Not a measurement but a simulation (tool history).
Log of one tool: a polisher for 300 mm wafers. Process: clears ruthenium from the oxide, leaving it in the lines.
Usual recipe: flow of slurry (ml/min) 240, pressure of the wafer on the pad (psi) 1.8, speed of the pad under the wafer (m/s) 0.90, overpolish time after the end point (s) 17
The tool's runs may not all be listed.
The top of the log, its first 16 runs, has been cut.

| run | hour | flow of slurry (ml/min) | pressure of the wafer on the pad (psi) | speed of the pad under the wafer (m/s) | overpolish time after the end point (s) | incoming thickness of the incoming film, nm | time until the end point was called (s) |
|---|---|---|---|---|---|---|---|
| 17 | 1835.2 | 240 | 2.1 | 1.06 | 9 | 132.9 | 155.2 |
| 18 | 1929.0 | 215 | 1.8 | 0.90 | 17 | 127.8 | 204.7 |
|  | 1947.3 | head pressure recalibrated |
|  | 1988.4 | slurry nozzle cleaned |
| 19 | 2036.1 | 240 | 1.8 | 0.70 | 22 | 130.0 | 259.7 |
|  | 2080.5 | worn pad replaced by a new one |
| 20 | 2125.9 | 240 | 1.4 | 0.90 | 17 | 130.7 | 233.3 |
| 21 | 2232.3 | 240 | 1.8 | 0.90 | 8 | 129.2 | 195.2 |
| 22 | 2288.2 | 240 | 1.8 | 0.90 | 17 | 129.8 | 201.8 |
| 23 | 2380.3 | 280 | 1.5 | 0.90 | 17 | 130.1 | 226.7 |
| 24 | 2430.7 | 240 | 1.8 | 0.90 | 14 | 131.4 | 202.8 |
| 25 | 2488.5 | 240 | 1.8 | 0.90 | 17 | 129.1 | 197.0 |
|  | 2504.9 | head pressure recalibrated |
| 26 | 2574.7 | 310 | 1.8 | 0.90 | 17 | 130.3 | 197.7 |
| 27 | 2613.8 | 240 | 1.6 | 0.90 | 17 | 131.5 | 213.9 |
|  | 2633.6 | worn pad replaced by a new one |
|  | 2671.6 | slurry nozzle cleaned |
| 28 | 2692.6 | 240 | 2.4 | 0.90 | 17 | 128.8 | 160.6 |
| 29 | 2795.2 | 280 | 1.6 | 1.16 | 10 | 129.8 | 157.8 |
| 30 | 2867.9 | 240 | 1.8 | 0.90 | 17 | 130.5 | 202.3 |
| 31 | 2969.5 | 240 | 1.8 | 0.90 | 17 | 130.6 | 204.1 |
|  | 3065.4 | head pressure recalibrated |
| 32 | 3071.1 | 240 | 1.8 | 1.22 | 21 | 132.8 | 148.5 |
| 33 | 3167.5 | 220 | 1.8 | 0.90 | 9 | 130.4 | 213.8 |

Forecast each of these 4 alternatives for the next run:
| A | 3168.0 | 240 | 1.8 | 0.68 | 17 | 131.8 | ? |
| B | 3168.0 | 290 | 2.1 | 0.70 | 12 | 131.8 | ? |
| C | 3168.0 | 240 | 1.8 | 1.20 | 17 | 131.8 | ? |
| D | 3168.0 | 260 | 2.0 | 1.12 | 22 | 131.8 | ? |

| run | time until the end point was called (s) |
|---|---|
| A | 261.4 |
| B | 222.2 |
| C | 148.1 |
| D | 145.6 |
With the hidden condition removed and each run's random variation left untouched, the same runs would have given:
| run | time until the end point was called (s) |
|---|---|
| A | 252.3 |
| B | 214.5 |
| C | 143.0 |
| D | 140.5 |
